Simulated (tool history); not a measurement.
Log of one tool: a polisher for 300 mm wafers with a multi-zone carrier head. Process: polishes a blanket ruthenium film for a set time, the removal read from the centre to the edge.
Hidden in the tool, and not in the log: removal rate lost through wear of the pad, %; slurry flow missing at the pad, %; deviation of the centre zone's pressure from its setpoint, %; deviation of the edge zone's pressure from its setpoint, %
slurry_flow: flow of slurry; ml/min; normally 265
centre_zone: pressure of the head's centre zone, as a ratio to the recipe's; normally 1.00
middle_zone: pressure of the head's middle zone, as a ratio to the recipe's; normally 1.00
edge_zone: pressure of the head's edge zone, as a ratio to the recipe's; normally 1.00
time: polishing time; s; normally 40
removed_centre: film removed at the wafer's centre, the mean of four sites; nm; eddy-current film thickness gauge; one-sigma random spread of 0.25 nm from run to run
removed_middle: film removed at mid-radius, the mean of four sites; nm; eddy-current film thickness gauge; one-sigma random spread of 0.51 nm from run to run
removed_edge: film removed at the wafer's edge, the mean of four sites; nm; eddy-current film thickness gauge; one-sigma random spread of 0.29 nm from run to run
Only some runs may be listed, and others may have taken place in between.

run	hour	slurry_flow	centre_zone	middle_zone	edge_zone	time	wafers since the last listed run	wafers polished on this pad	hours since the slurry nozzle was cleaned	hours since the centre zone pressure was calibrated	hours since the edge zone pressure was calibrated	hours since the carrier head's membrane was replaced	incoming thickness of the incoming film, nm	removed_centre	removed_middle	removed_edge
1	0.0	265	1.00	1.00	1.00	40	0	1074	92.2	592.7	710.4	467.2	544.8	39.2	39.2	39.4
# hour 14.0: worn pad replaced by a new one
2	65.5	265	1.00	1.00	1.00	40	475	398	157.7	658.2	775.9	532.7	538.3	38.8	39.6	39.1
3	96.2	265	1.00	1.00	1.03	40	237	635	188.4	688.9	806.6	563.4	546.9	38.4	39.2	39.7
4	118.4	265	1.00	1.00	1.09	40	171	807	210.6	711.1	828.8	585.6	544.1	38.1	38.7	40.4
5	131.0	265	1.00	1.00	1.00	40	97	904	223.2	723.7	841.4	598.2	535.9	38.6	38.4	38.8
6	155.0	265	1.00	1.00	1.00	40	185	1090	247.2	747.7	865.4	622.2	539.6	38.1	38.1	38.2
# hour 159.7: worn pad replaced by a new one
# hour 162.9: slurry nozzle cleaned
7	190.8	265	1.00	0.89	0.91	40	238	233	27.9	783.5	901.2	658.0	542.7	39.4	35.8	37.9
# hour 196.6: edge zone pressure recalibrated
8	218.4	265	0.97	1.00	1.09	40	197	430	55.5	811.1	21.8	685.6	541.4	38.4	39.3	41.7
9	249.8	265	1.00	1.00	1.00	40	242	673	86.9	842.5	53.2	717.0	545.2	39.1	39.2	39.4
# hour 274.0: centre zone pressure recalibrated
10	279.6	265	1.00	1.00	1.00	40	214	888	116.7	5.6	83.0	746.8	540.1	38.7	38.5	39.5
11	309.5	265	1.00	1.00	1.00	40	231	1119	146.6	35.5	112.9	776.7	539.3	38.4	38.9	38.9
12	334.2	325	0.90	1.09	1.00	47	191	1310	171.3	60.2	137.6	801.4	535.4	41.6	50.7	46.8
# hour 354.6: worn pad replaced by a new one
13	355.1	230	1.00	1.09	1.00	46	130	4	192.2	81.1	158.5	822.3	550.4	42.6	47.5	43.4
# hour 365.4: carrier head's membrane replaced by a new one
14	372.4	265	1.05	1.00	1.00	30	95	99	209.5	98.4	175.8	7.0	529.3	29.7	28.8	28.7
15	397.5	265	1.00	1.00	0.94	40	194	293	234.6	123.5	200.9	32.1	539.5	37.4	38.0	37.2
16	425.5	265	1.00	1.00	1.00	40	216	509	262.6	151.5	228.9	60.1	540.4	36.8	37.3	38.2
# hour 433.3: slurry nozzle cleaned
17	455.6	265	1.00	1.00	1.00	40	225	734	22.3	181.6	259.0	90.2	549.7	39.8	40.1	39.7
18	487.3	265	1.00	0.89	1.00	54	245	980	54.0	213.3	290.7	121.9	536.1	53.1	49.3	53.8
# hour 515.2: worn pad replaced by a new one
19	516.3	290	1.00	1.11	1.00	40	193	8	83.0	242.3	319.7	150.9	537.5	39.5	43.2	39.1
20	532.6	315	1.00	0.91	1.00	40	126	134	99.3	258.6	336.0	167.2	538.8	40.3	37.4	39.6
21	559.3	265	1.00	1.00	1.00	40	206	340	126.0	285.3	362.7	193.9	527.6	39.2	39.9	39.5
22	573.5	265	1.00	1.00	1.00	40	109	450	140.2	299.5	376.9	208.1	539.5	38.9	39.0	39.3

Hidden state at the last listed run before each entry between runs and at the first one after, where it differs:
After run 1, before run 2: worn pad replaced by a new one (hour 14.0)
  slurry flow missing at the pad, %: 13.4 -> 22.5
  measured minus no-state result, removed_centre: -0.7 -> -1.4 nm; removed_middle: -0.7 -> -1.2 nm; removed_edge: -0.5 -> -0.9 nm
After run 6, before run 7: worn pad replaced by a new one (hour 159.7); slurry nozzle cleaned (hour 162.9)
  slurry flow missing at the pad, %: 34.9 -> 11.2
  measured minus no-state result, removed_centre: -2.4 -> -0.6 nm; removed_middle: -2.1 -> -0.4 nm; removed_edge: -1.6 -> -0.3 nm
After run 7, before run 8: edge zone pressure recalibrated (hour 196.6)
  slurry flow missing at the pad, %: 11.2 -> 15.1
  measured minus no-state result, removed_centre: -0.6 -> -0.8 nm; removed_middle: -0.4 -> -0.8 nm; removed_edge: -0.3 -> -0.6 nm
After run 9, before run 10: centre zone pressure recalibrated (hour 274.0)
  slurry flow missing at the pad, %: 19.4 -> 23.6
  measured minus no-state result, removed_centre: -1.1 -> -1.3 nm; removed_middle: -1.0 -> -1.3 nm; removed_edge: -0.7 -> -0.9 nm
After run 12, before run 13: worn pad replaced by a new one (hour 354.6)
  slurry flow missing at the pad, %: 31.1 -> 34
  measured minus no-state result, removed_centre: -1.8 -> -3.0 nm; removed_middle: -2.0 -> -2.9 nm; removed_edge: -1.4 -> -1.9 nm
After run 13, before run 14: carrier head's membrane replaced by a new one (hour 365.4)
  slurry flow missing at the pad, %: 34 -> 36.4
  measured minus no-state result, removed_centre: -3.0 -> -2.0 nm; removed_middle: -2.9 -> -1.7 nm; removed_edge: -1.9 -> -1.3 nm
After run 16, before run 17: slurry nozzle cleaned (hour 433.3)
  slurry flow missing at the pad, %: 43.8 -> 5.13
  measured minus no-state result, removed_centre: -3.4 -> -0.2 nm; removed_middle: -3.1 -> -0.2 nm; removed_edge: -2.3 -> -0.2 nm
After run 18, before run 19: worn pad replaced by a new one (hour 515.2)
  slurry flow missing at the pad, %: 9.52 -> 13.5
  measured minus no-state result, removed_centre: -0.7 -> -0.6 nm; removed_middle: -0.5 -> -0.7 nm; removed_edge: -0.4 -> -0.5 nm
